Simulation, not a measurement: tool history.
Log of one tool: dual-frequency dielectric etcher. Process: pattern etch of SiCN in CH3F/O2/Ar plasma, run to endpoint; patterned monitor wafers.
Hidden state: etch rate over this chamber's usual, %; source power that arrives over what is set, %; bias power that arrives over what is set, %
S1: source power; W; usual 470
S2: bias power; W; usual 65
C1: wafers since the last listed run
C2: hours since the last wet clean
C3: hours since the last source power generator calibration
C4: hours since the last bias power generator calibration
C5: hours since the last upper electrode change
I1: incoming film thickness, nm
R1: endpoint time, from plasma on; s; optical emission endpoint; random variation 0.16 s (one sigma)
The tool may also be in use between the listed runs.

run,day,S1,S2,C1,C2,C3,C4,C5,I1,R1
1,0,470,65,0,92.1,1943.6,3478,1951.1,10.05,24.8
2,2.2,470,65,523,144.9,1996.4,3530.8,2003.9,9.98,24.9
3,4.529,470,65,554,200.8,2052.3,3586.7,2059.8,9.94,24.8
4,11.254,470,65,1599,362.2,2213.7,3748.1,2221.2,10.04,25
5,12.504,540,59,297,392.2,2243.7,3778.1,2251.2,9.96,23.8
6,14.15,540,59,391,431.7,2283.2,3817.6,2290.7,10.03,24
7,15.917,470,54,420,474.1,2325.6,3860,2333.1,10.04,26.6
8,18.133,470,54,527,527.3,2378.8,3913.2,2386.3,9.94,26.2
# day 19.846: wet clean of the chamber
9,20.825,540,65,402,23.5,2443.4,3977.8,2450.9,9.95,22.5
10,23.192,540,65,563,80.3,2500.2,4034.6,2507.7,10.09,22.8
# day 27.371: bias power generator calibrated
11,29.404,470,65,1438,229.4,2649.3,48.8,2656.8,9.92,24.8
12,30.825,470,76,338,263.5,2683.4,82.9,2690.9,10,23.9
# day 38.788: wet clean of the chamber
13,39.475,490,65,1819,16.5,2891,290.5,2898.5,9.98,23.6
14,40.925,490,65,344,51.3,2925.8,325.3,2933.3,9.97,23.4
15,43.275,470,65,559,107.7,2982.2,381.7,2989.7,10.05,24.6
# day 44.558: upper electrode replaced, of another model than before
16,46.079,470,77,429,175,3049.5,449,36.5,10.03,24.1
17,47.862,470,74,424,217.8,3092.3,491.8,79.3,10.03,24.4
18,49.375,470,65,359,254.1,3128.6,528.1,115.6,9.95,24.9
19,50.617,470,69,295,283.9,3158.4,557.9,145.4,9.98,24.6
20,51.767,370,76,273,311.5,3186,585.5,173,10.09,26.8
21,53.021,560,58,298,341.6,3216.1,615.6,203.1,10.07,23.9
# day 53.9: source power generator calibrated
22,54.767,370,50,375,383.5,20.8,657.5,245,10.03,28.9
23,57.271,520,60,595,443.6,80.9,717.6,305.1,9.96,24.5
24,59.442,520,76,516,495.7,133,769.7,357.2,9.89,23.6
# day 60.75: wet clean of the chamber
25,61.796,390,53,322,25.1,189.5,826.2,413.7,9.88,27.1
26,63.3,470,65,357,61.2,225.6,862.3,449.8,9.99,24.9
27,64.729,410,57,339,95.5,259.9,896.6,484.1,10.1,27
28,66.867,470,76,508,146.8,311.2,947.9,535.4,10.01,24
29,68.017,470,65,273,174.4,338.8,975.5,563,10.01,24.7
30,70.542,400,74,600,235,399.4,1036.1,623.6,9.95,25.9
31,73.346,520,76,667,302.3,466.7,1103.4,690.9,9.93,23.4
32,76.342,370,78,712,374.2,538.6,1175.3,762.8,9.97,27
33,78.921,470,79,613,436.1,600.5,1237.2,824.7,9.92,24.5
34,79.938,500,70,241,460.5,624.9,1261.6,849.1,9.92,24.2
# day 81.246: wet clean of the chamber
35,82.875,470,74,460,39.1,695.4,1332.1,919.6,9.96,23.8

Measured less the same run without the tool's hidden state. The same run-to-run variation is in both; the gauge's scatter may not be:
run,R1
1,+0.2
2,+0.3
3,+0.4
4,+0.7
5,+0.8
6,+0.9
7,+1.1
8,+1.1
9,+0
10,+0.2
11,+0.5
12,+0.5
13,+0
14,+0
15,+0.2
16,+0.3
17,+0.4
18,+0.5
19,+0.5
20,+0.6
21,+0.6
22,+0.8
23,+0.8
24,+0.9
25,+0.1
26,+0.1
27,+0.3
28,+0.3
29,+0.4
30,+0.5
31,+0.6
32,+0.9
33,+0.9
34,+1
35,-0.1
